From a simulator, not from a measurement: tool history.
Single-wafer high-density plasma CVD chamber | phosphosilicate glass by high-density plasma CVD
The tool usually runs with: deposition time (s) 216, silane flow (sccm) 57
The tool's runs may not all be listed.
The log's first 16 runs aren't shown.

run,hour,deposition time (s),silane flow (sccm),wafers since the last listed run,hours since the silane flow controller was replaced,hours since the gauge calibration,"read-back reference wafer on the same gauge, thickness_nm",mean film thickness on the monitor wafer (nm)
17,870.2,216,61,535,2471,1245.2,1119.566,1385.442
# hour 901.7: gauge calibrated
18,914.7,216,57,367,2515.5,13,1119.614,1289.536
19,969.5,216,57,452,2570.3,67.8,1119.715,1297.746
20,1034.6,216,57,537,2635.4,132.9,1119.942,1298.494
21,1065.2,216,57,252,2666,163.5,1119.866,1297.018
22,1111.2,216,57,379,2712,209.5,1119.765,1302.86
23,1143.3,225,57,264,2744.1,241.6,1120.645,1355.729
24,1202.2,188,52,485,2803,300.5,1120.145,1037.67
25,1267.6,184,57,539,2868.4,365.9,1119.512,1111.574
26,1320.1,216,57,433,2920.9,418.4,1120.77,1289.753
27,1500.3,258,57,1486,3101.1,598.6,1118.289,1555.004
28,1571.3,228,51,585,3172.1,669.6,1120.261,1229.165
29,1625.9,198,66,450,3226.7,724.2,1119.4,1392.748
30,1685.7,179,52,493,3286.5,784,1120.349,982.652
31,1720.2,173,61,284,3321,818.5,1119.809,1110.134
32,1748.3,197,57,231,3349.1,846.6,1120.216,1181.221

Forecast run 33:
33,1779.3,216,68,255,3380.1,877.6,?,?

Run 33 produced read-back reference wafer on the same gauge, thickness_nm 1120.763, mean film thickness on the monitor wafer (nm) 1549.676.
Take away the tool's hidden state, keep the run-to-run variation as it was, and the same run would have given mean film thickness on the monitor wafer (nm) 1471.41.
